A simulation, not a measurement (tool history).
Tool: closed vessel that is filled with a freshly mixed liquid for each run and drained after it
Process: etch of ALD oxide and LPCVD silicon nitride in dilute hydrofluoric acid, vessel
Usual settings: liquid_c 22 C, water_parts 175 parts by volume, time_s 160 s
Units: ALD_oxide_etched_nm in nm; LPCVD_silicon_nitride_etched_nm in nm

run,hour,liquid_c,water_parts,time_s,"read-back film thickness of the ALD oxide reference wafer, read on the same gauge (nm)","read-back film thickness of the LPCVD silicon nitride reference wafer, read on the same gauge (nm)",ALD_oxide_etched_nm,LPCVD_silicon_nitride_etched_nm
1,0,22,175,160,60,150.016,11.67,0.38
2,14.7,22,175,160,60,149.989,11.9,0.356
3,32,18,175,160,59.98,150.009,10.01,0.296
4,55.1,18,175,160,60.01,149.994,10.1,0.292
5,70.6,18,175,160,59.99,149.994,10.04,0.315
6,85.8,22,175,160,60.01,150.022,11.7,0.415
7,110.6,22,175,160,60.02,150.015,11.8,0.393
8,141.3,22,175,160,60.03,150.005,11.6,0.419
9,171.1,22,175,160,60.04,150.01,11.59,0.433
# hour 196.6: hydrofluoric acid flow meter replaced
10,197.1,25,175,160,59.99,149.995,14.85,0.531
11,231.3,22,175,160,59.98,149.997,13.3,0.433
12,261,22,175,160,60.01,149.99,13.37,0.43
13,294.2,22,120,160,60,149.994,20.74,0.585
14,328.1,27,90,130,59.99,149.989,27.81,0.929
15,346.1,20,175,160,59.97,149.987,12.3,0.386
16,358.8,17,205,160,59.98,149.999,9.04,0.279
17,378.8,19,260,70,59.99,150.01,3.17,0.1
# hour 399.6: thermometer replaced
18,413.3,25,255,90,60.03,150.009,4.78,0.18
# hour 421.3: gauge calibrated
19,437.8,22,175,160,60.01,149.998,11.91,0.418
20,471.8,26.5,175,160,60.01,150.003,14.17,0.504
21,492.7,22,135,75,59.99,150.003,7.64,0.224
22,515.4,22,175,160,59.99,150.002,12.05,0.378
23,548.6,27,150,115,60,150.003,12.45,0.401
24,582.6,22,175,160,60,149.999,11.97,0.381

Forecast each of these 3 alternatives for the next run:
A,583.3,22,225,160,?,?,?,?
B,583.3,26.5,175,205,?,?,?,?
C,583.3,23.5,200,215,?,?,?,?

run,"read-back film thickness of the ALD oxide reference wafer, read on the same gauge (nm)","read-back film thickness of the LPCVD silicon nitride reference wafer, read on the same gauge (nm)",ALD_oxide_etched_nm,LPCVD_silicon_nitride_etched_nm
A,60,150.01,8.82,0.289
B,60,150.01,18.12,0.63
C,60,150.01,14.48,0.48
Without the tool's hidden state the same runs would have given:
run,ALD_oxide_etched_nm,LPCVD_silicon_nitride_etched_nm
A,9.23,0.295
B,18.96,0.645
C,15.14,0.49
